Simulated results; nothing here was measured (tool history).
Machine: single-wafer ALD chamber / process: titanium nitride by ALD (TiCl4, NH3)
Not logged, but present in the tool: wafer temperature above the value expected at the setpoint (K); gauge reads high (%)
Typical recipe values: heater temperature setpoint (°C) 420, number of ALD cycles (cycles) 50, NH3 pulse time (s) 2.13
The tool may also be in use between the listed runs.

| run | hour | heater temperature setpoint (°C) | number of ALD cycles (cycles) | NH3 pulse time (s) | wafers since the last listed run | hours since the last thermocouple change | hours since the showerhead was replaced | hours since the gauge calibration | read-back reference wafer on the same gauge, thickness_nm | mean film thickness on the monitor wafer (angstrom) |
|---|---|---|---|---|---|---|---|---|---|---|
| 1 | 0 | 420 | 50 | 2.13 | 0 | 2538.2 | 4975.7 | 1572.8 | 1.08 | 12.69 |
|  | 113.2 | gauge calibrated |
| 2 | 290.2 | 420 | 46 | 2.13 | 947 | 2828.4 | 5265.9 | 177 | 1.078 | 11.69 |
| 3 | 394.5 | 420 | 46 | 2.13 | 340 | 2932.7 | 5370.2 | 281.3 | 1.081 | 11.68 |
| 4 | 451.7 | 420 | 50 | 2.79 | 186 | 2989.9 | 5427.4 | 338.5 | 1.08 | 12.8 |
| 5 | 529.3 | 420 | 50 | 2.13 | 253 | 3067.5 | 5505 | 416.1 | 1.079 | 12.65 |
| 6 | 571.5 | 420 | 50 | 1.65 | 137 | 3109.7 | 5547.2 | 458.3 | 1.079 | 12.57 |
| 7 | 653.1 | 420 | 50 | 1.65 | 266 | 3191.3 | 5628.8 | 539.9 | 1.079 | 12.56 |
| 8 | 757.1 | 420 | 50 | 1.65 | 339 | 3295.3 | 5732.8 | 643.9 | 1.082 | 12.53 |
|  | 776.5 | thermocouple changed; heater temperature recalibrated |
| 9 | 853.4 | 420 | 50 | 2.13 | 288 | 76.9 | 5829.1 | 740.2 | 1.08 | 12.74 |
| 10 | 924.5 | 420 | 50 | 2.13 | 232 | 148 | 5900.2 | 811.3 | 1.08 | 12.64 |
|  | 988.5 | showerhead replaced |
| 11 | 1211.6 | 420 | 44 | 2.13 | 911 | 435.1 | 223.1 | 1098.4 | 1.082 | 11.19 |
| 12 | 1298.9 | 428 | 45 | 2.72 | 285 | 522.4 | 310.4 | 1185.7 | 1.08 | 11.55 |
| 13 | 1377 | 414 | 50 | 2.13 | 255 | 600.5 | 388.5 | 1263.8 | 1.083 | 12.65 |
| 14 | 1436.4 | 429 | 57 | 1.91 | 193 | 659.9 | 447.9 | 1323.2 | 1.079 | 14.46 |
|  | 1459.2 | gauge calibrated |
| 15 | 1509.7 | 411 | 42 | 2.86 | 239 | 733.2 | 521.2 | 50.5 | 1.08 | 10.73 |
| 16 | 1596.4 | 420 | 46 | 2.13 | 283 | 819.9 | 607.9 | 137.2 | 1.08 | 11.6 |
| 17 | 1685.1 | 420 | 42 | 2.77 | 289 | 908.6 | 696.6 | 225.9 | 1.082 | 10.8 |
| 18 | 1766.1 | 420 | 50 | 2.13 | 264 | 989.6 | 777.6 | 306.9 | 1.081 | 12.72 |
| 19 | 1817.5 | 426 | 50 | 1.88 | 167 | 1041 | 829 | 358.3 | 1.082 | 12.57 |
| 20 | 1876.2 | 424 | 43 | 2.41 | 191 | 1099.7 | 887.7 | 417 | 1.082 | 11.06 |

Forecast each of these 4 alternatives for the next run:
| A | 1876.7 | 420 | 50 | 2.13 | 1 | 1100.2 | 888.2 | 417.5 | ? | ? |
| B | 1876.7 | 420 | 41 | 2.13 | 1 | 1100.2 | 888.2 | 417.5 | ? | ? |
| C | 1876.7 | 424 | 58 | 2.77 | 1 | 1100.2 | 888.2 | 417.5 | ? | ? |
| D | 1876.7 | 406 | 50 | 2.75 | 1 | 1100.2 | 888.2 | 417.5 | ? | ? |

| run | read-back reference wafer on the same gauge, thickness_nm | mean film thickness on the monitor wafer (angstrom) |
|---|---|---|
| A | 1.079 | 12.54 |
| B | 1.079 | 10.28 |
| C | 1.079 | 14.69 |
| D | 1.079 | 12.62 |
Had the tool no hidden state, the same runs would have come out as:
| run | mean film thickness on the monitor wafer (angstrom) |
|---|---|
| A | 12.54 |
| B | 10.28 |
| C | 14.69 |
| D | 12.62 |

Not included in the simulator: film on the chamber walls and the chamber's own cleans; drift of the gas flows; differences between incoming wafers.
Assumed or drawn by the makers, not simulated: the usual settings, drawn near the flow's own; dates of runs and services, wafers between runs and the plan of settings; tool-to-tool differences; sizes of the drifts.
